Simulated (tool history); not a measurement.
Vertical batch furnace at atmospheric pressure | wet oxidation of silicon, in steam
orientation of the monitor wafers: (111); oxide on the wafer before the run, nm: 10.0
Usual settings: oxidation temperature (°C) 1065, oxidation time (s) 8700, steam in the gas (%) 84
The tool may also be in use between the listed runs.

run	hour	oxidation temperature (°C)	oxidation time (s)	steam in the gas (%)	read-back reference wafer on the same gauge, thickness	oxide thickness on the monitor wafer (angstrom)
1	0.0	1065	8700	84	741.58	8949.8
2	18.8	1065	8700	84	741.26	8942.3
3	40.3	1065	8700	84	740.70	8936.9
4	84.4	1065	8700	84	740.88	8915.8
5	108.0	1065	8700	84	740.94	8918.6
6	122.8	1065	8700	84	741.27	8941.4
7	134.5	1050	8700	89	741.11	8726.8
8	161.9	1050	8700	89	741.10	8702.9
9	186.3	1050	8700	89	740.68	8727.1
# hour 252.0: gauge calibrated
10	263.0	1065	8700	84	741.20	8869.9
11	277.4	1065	8700	84	741.01	8881.5
12	289.1	1065	8700	84	741.25	8880.4
13	299.0	1065	7380	84	740.54	8141.9
14	315.8	1065	7380	84	741.01	8132.2
15	336.4	1065	7380	84	740.80	8121.6
16	360.1	1084	11580	84	740.32	10999.3
17	380.5	1065	8700	84	740.69	8860.8
18	394.8	1080	6630	73	741.58	7491.8
19	418.6	1065	8700	84	740.94	8844.9
# hour 455.8: thermocouples replaced and temperature profile calibrated
20	456.3	1072	5010	89	740.88	6950.9
21	462.8	1054	6120	75	741.05	6600.2
22	469.4	1055	8700	84	741.01	8533.5
# hour 483.0: steam generator serviced
23	483.5	1046	10680	73	740.49	8944.8
24	495.0	1055	5520	76	740.89	6576.4
25	522.8	1065	8700	84	740.93	9221.6
26	536.0	1078	5100	78	740.99	6972.5
27	555.2	1065	12480	78	741.35	10783.3
28	581.2	1049	8700	87	740.99	8896.8
29	631.2	1046	8700	75	741.25	8117.6
30	657.2	1065	7590	84	741.29	8607.4
31	666.9	1065	8700	84	741.31	9248.6

The tool's hidden state at each run:
true tube temperature minus thermocouple reading, K: 0 in every run
gauge reads high (%): 0 in every run
H1: steam share off its setpoint, % of the setpoint
run	H1
1	-6.18
2	-6.25
3	-6.33
4	-6.49
5	-6.58
6	-6.63
7	-6.67
8	-6.78
9	-6.87
10	-7.16
11	-7.22
12	-7.27
13	-7.3
14	-7.37
15	-7.45
16	-7.55
17	-7.63
18	-7.69
19	-7.78
20	-7.94
21	-7.96
22	-7.99
23	-0.108
24	-0.109
25	-0.109
26	-0.11
27	-0.111
28	-0.114
29	-0.121
30	-0.126
31	-0.128

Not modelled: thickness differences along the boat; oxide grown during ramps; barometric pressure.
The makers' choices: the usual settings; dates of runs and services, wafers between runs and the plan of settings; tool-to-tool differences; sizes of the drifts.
